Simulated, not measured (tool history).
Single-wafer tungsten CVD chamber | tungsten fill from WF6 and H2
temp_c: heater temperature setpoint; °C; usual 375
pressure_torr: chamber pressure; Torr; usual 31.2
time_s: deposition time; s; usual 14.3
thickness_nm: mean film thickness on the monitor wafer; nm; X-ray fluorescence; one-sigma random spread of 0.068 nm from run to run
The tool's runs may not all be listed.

run	day	temp_c	pressure_torr	time_s	wafers since the last listed run	hours since the last thermocouple change	hours since the last manometer calibration	hours since the showerhead was replaced	hours since the gauge calibration	read-back reference wafer on the same gauge, thickness_nm	thickness_nm
1	0	375	31.2	14.3	0	1158.6	222	6002.6	1389.2	31.585	26.949
2	2.925	375	29.2	14.3	1554	1228.8	292.2	6072.8	1459.4	31.604	26.212
3	3.925	375	29.2	14.3	531	1252.8	316.2	6096.8	1483.4	31.614	26.277
4	6.121	375	31.2	14.3	1166	1305.5	368.9	6149.5	1536.1	31.591	27.052
5	7.875	384	31.2	14.3	932	1347.6	411	6191.6	1578.2	31.591	31.742
# day 16.458: thermocouple changed; heater temperature recalibrated
6	16.479	384	31.2	14.3	4395	0.5	617.5	6398.1	1784.7	31.577	31.735
7	17.483	384	31.2	14.3	533	24.6	641.6	6422.2	1808.8	31.606	31.841
8	18.704	375	31.2	15.5	648	53.9	670.9	6451.5	1838.1	31.601	29.539
9	19.733	375	31.2	15.5	546	78.6	695.6	6476.2	1862.8	31.603	29.334
10	22.246	375	31.2	15.5	1335	138.9	755.9	6536.5	1923.1	31.616	29.543
11	23.471	375	31.2	14.3	650	168.3	785.3	6565.9	1952.5	31.625	27.189
12	26.146	375	31.2	14.3	1421	232.5	849.5	6630.1	2016.7	31.585	27.216
13	28.838	375	31.2	14.3	1430	297.1	914.1	6694.7	2081.3	31.601	27.249
14	31.762	375	31.2	14.3	1554	367.3	984.3	6764.9	2151.5	31.633	27.183
15	33.525	375	31.2	14.3	936	409.6	1026.6	6807.2	2193.8	31.592	27.189
16	35.725	360	31.2	14.3	1169	462.4	1079.4	6860	2246.6	31.591	20.526
17	36.758	375	31.2	14.3	549	487.2	1104.2	6884.8	2271.4	31.583	27.238
# day 38.325: showerhead replaced
18	38.512	375	31.2	14.3	755	529.3	1146.3	4.5	2313.5	31.594	27.255
19	40.438	368	26.2	14.3	1022	575.5	1192.5	50.7	2359.7	31.615	22.533
# day 42.738: gauge calibrated
20	44.367	375	31.2	14.3	2087	669.8	1286.8	145	39.1	31.589	27.353
21	46.792	380	29	15.9	1288	728	1345	203.2	97.3	31.589	32.359
22	48.483	380	31.2	14.3	898	768.6	1385.6	243.8	137.9	31.585	29.868
23	50.012	383	34.8	12.8	812	805.3	1422.3	280.5	174.6	31.58	29.145
24	51.6	375	31.2	12.1	843	843.4	1460.4	318.6	212.7	31.578	23.034
# day 53.225: capacitance manometer re-zeroed and calibrated
25	54	375	31.2	16.5	1098	901	18.6	376.2	270.3	31.57	30.836
26	56.242	375	23.9	14.3	1191	954.8	72.4	430	324.1	31.602	24.55
27	58.829	375	27.8	14.3	1375	1016.9	134.5	492.1	386.2	31.6	25.697
28	60.125	375	29.1	14.3	688	1048	165.6	523.2	417.3	31.619	26.183
29	62.188	375	31.2	14.3	1096	1097.5	215.1	572.7	466.8	31.581	26.728
30	64.821	375	31.2	14.3	1399	1160.7	278.3	635.9	530	31.598	26.88
31	67.379	375	23.9	14.3	1359	1222.1	339.7	697.3	591.4	31.553	24.814
32	69.854	366	31.2	14.3	1315	1281.5	399.1	756.7	650.8	31.576	22.881
# day 71.321: thermocouple changed; heater temperature recalibrated
33	72.117	381	31.2	15.3	1025	19.1	453.4	811	705.1	31.568	32.262
34	74.183	387	35.9	14.3	1098	68.7	503	860.6	754.7	31.583	35.137
35	76.104	375	28.8	12	1020	114.8	549.1	906.7	800.8	31.601	22.08

What if the next run were any one of these 3? Each begins from the tool's condition after run 35:
A	76.121	375	31.2	16.8	8	115.2	549.5	907.1	801.2	?	?
B	76.121	370	35.3	11.7	8	115.2	549.5	907.1	801.2	?	?
C	76.121	363	26.9	12.6	8	115.2	549.5	907.1	801.2	?	?

run	read-back reference wafer on the same gauge, thickness_nm	thickness_nm
A	31.593	31.741
B	31.593	20.987
C	31.593	18.116
The same runs, with their run-to-run variation unchanged, on a tool lacking any hidden condition would have given:
run	thickness_nm
A	31.148
B	20.594
C	17.772
